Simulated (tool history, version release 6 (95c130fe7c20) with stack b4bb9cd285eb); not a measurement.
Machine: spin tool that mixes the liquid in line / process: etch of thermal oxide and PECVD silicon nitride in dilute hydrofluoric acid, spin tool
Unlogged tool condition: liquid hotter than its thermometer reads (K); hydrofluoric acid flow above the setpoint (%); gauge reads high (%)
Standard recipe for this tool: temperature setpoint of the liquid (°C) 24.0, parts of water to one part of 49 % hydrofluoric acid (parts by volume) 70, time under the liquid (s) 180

| run | hour | temperature setpoint of the liquid (°C) | parts of water to one part of 49 % hydrofluoric acid (parts by volume) | time under the liquid (s) | wafers since the last listed run | hours since the thermometer was replaced | hours since the hydrofluoric acid flow meter was replaced | hours since the gauge calibration | read-back film thickness of the thermal oxide reference wafer, read on the same gauge (nm) | read-back film thickness of the PECVD silicon nitride reference wafer, read on the same gauge (nm) | thickness taken off the thermal oxide on a monitor wafer (angstrom) | thickness taken off the PECVD silicon nitride on a monitor wafer (angstrom) |
|---|---|---|---|---|---|---|---|---|---|---|---|---|
| 1 | 0.0 | 24.0 | 70 | 180 | 0 | 15.0 | 1090.6 | 552.5 | 29.99 | 70.02 | 128.6 | 66.9 |
| 2 | 24.5 | 24.0 | 70 | 180 | 111 | 39.5 | 1115.1 | 577.0 | 29.99 | 70.01 | 128.8 | 67.1 |
| 3 | 72.8 | 24.0 | 70 | 180 | 220 | 87.8 | 1163.4 | 625.3 | 29.99 | 70.02 | 129.3 | 67.7 |
| 4 | 100.2 | 21.5 | 70 | 180 | 125 | 115.2 | 1190.8 | 652.7 | 30.00 | 69.99 | 116.4 | 57.3 |
| 5 | 125.1 | 21.5 | 70 | 180 | 113 | 140.1 | 1215.7 | 677.6 | 29.96 | 69.99 | 117.3 | 57.2 |
| 6 | 187.0 | 21.5 | 70 | 180 | 282 | 202.0 | 1277.6 | 739.5 | 29.99 | 69.98 | 116.9 | 57.7 |
| 7 | 204.1 | 24.0 | 70 | 100 | 78 | 219.1 | 1294.7 | 756.6 | 29.99 | 69.99 | 72.3 | 38.2 |
| 8 | 239.6 | 24.0 | 70 | 100 | 161 | 254.6 | 1330.2 | 792.1 | 29.99 | 69.96 | 72.3 | 38.2 |
| 9 | 341.6 | 24.0 | 70 | 100 | 465 | 356.6 | 1432.2 | 894.1 | 29.99 | 69.99 | 72.8 | 38.8 |
| 10 | 376.3 | 24.0 | 70 | 180 | 158 | 391.3 | 1466.9 | 928.8 | 30.03 | 69.99 | 130.8 | 69.7 |
| 11 | 407.6 | 24.0 | 70 | 180 | 142 | 422.6 | 1498.2 | 960.1 | 29.97 | 70.00 | 131.3 | 69.9 |
| 12 | 438.4 | 24.0 | 70 | 180 | 140 | 453.4 | 1529.0 | 990.9 | 30.02 | 70.04 | 131.7 | 70.8 |
| 13 | 456.8 | 26.5 | 50 | 180 | 83 | 471.8 | 1547.4 | 1009.3 | 29.98 | 70.00 | 210.8 | 115.5 |
| 14 | 486.6 | 24.0 | 70 | 180 | 135 | 501.6 | 1577.2 | 1039.1 | 30.01 | 70.04 | 131.7 | 70.9 |
|  | 511.6 | hydrofluoric acid flow meter replaced |
| 15 | 522.5 | 24.0 | 70 | 180 | 159 | 537.5 | 10.9 | 1075.0 | 29.98 | 69.99 | 132.9 | 71.4 |
| 16 | 552.2 | 24.0 | 70 | 180 | 135 | 567.2 | 40.6 | 1104.7 | 29.99 | 70.01 | 133.1 | 71.2 |
| 17 | 580.1 | 24.0 | 60 | 235 | 127 | 595.1 | 68.5 | 1132.6 | 30.00 | 69.99 | 205.3 | 108.1 |
| 18 | 602.2 | 24.0 | 70 | 180 | 100 | 617.2 | 90.6 | 1154.7 | 29.99 | 70.05 | 133.7 | 71.2 |
|  | 618.7 | gauge calibrated |
| 19 | 638.3 | 24.0 | 70 | 250 | 164 | 653.3 | 126.7 | 19.6 | 30.01 | 69.97 | 185.1 | 99.8 |
| 20 | 671.2 | 27.5 | 85 | 290 | 150 | 686.2 | 159.6 | 52.5 | 29.99 | 69.97 | 200.9 | 120.6 |
| 21 | 704.1 | 24.0 | 70 | 180 | 150 | 719.1 | 192.5 | 85.4 | 30.04 | 69.98 | 134.9 | 72.2 |
|  | 717.6 | thermometer replaced |
| 22 | 731.3 | 24.0 | 85 | 230 | 119 | 13.7 | 219.7 | 112.6 | 30.02 | 69.98 | 132.7 | 71.0 |
| 23 | 823.5 | 27.0 | 45 | 90 | 420 | 105.9 | 311.9 | 204.8 | 30.03 | 70.04 | 117.5 | 63.4 |
| 24 | 845.5 | 24.0 | 40 | 275 | 100 | 127.9 | 333.9 | 226.8 | 30.01 | 69.97 | 360.6 | 179.1 |
| 25 | 879.7 | 19.5 | 80 | 250 | 156 | 162.1 | 368.1 | 261.0 | 30.02 | 69.97 | 129.8 | 61.1 |
| 26 | 909.2 | 26.0 | 55 | 135 | 134 | 191.6 | 397.6 | 290.5 | 30.02 | 70.00 | 137.2 | 74.3 |

4 ways to go on from here, each from the tool as it stands after run 26. What would each give?
| A | 909.7 | 24.0 | 70 | 180 | 2 | 192.1 | 398.1 | 291.0 | ? | ? | ? | ? |
| B | 909.7 | 28.0 | 80 | 220 | 2 | 192.1 | 398.1 | 291.0 | ? | ? | ? | ? |
| C | 909.7 | 20.0 | 100 | 215 | 2 | 192.1 | 398.1 | 291.0 | ? | ? | ? | ? |
| D | 909.7 | 28.0 | 70 | 150 | 2 | 192.1 | 398.1 | 291.0 | ? | ? | ? | ? |

| run | read-back film thickness of the thermal oxide reference wafer, read on the same gauge (nm) | read-back film thickness of the PECVD silicon nitride reference wafer, read on the same gauge (nm) | thickness taken off the thermal oxide on a monitor wafer (angstrom) | thickness taken off the PECVD silicon nitride on a monitor wafer (angstrom) |
|---|---|---|---|---|
| A | 30.03 | 69.96 | 130.1 | 68.2 |
| B | 30.03 | 69.96 | 160.8 | 94.9 |
| C | 30.03 | 69.96 | 89.2 | 43.9 |
| D | 30.03 | 69.96 | 127.1 | 73.9 |
Had the tool no hidden state, the same runs would have come out as:
| run | thickness taken off the thermal oxide on a monitor wafer (angstrom) | thickness taken off the PECVD silicon nitride on a monitor wafer (angstrom) |
|---|---|---|
| A | 128.1 | 66.5 |
| B | 158.5 | 92.6 |
| C | 87.8 | 42.7 |
| D | 125.2 | 72.1 |
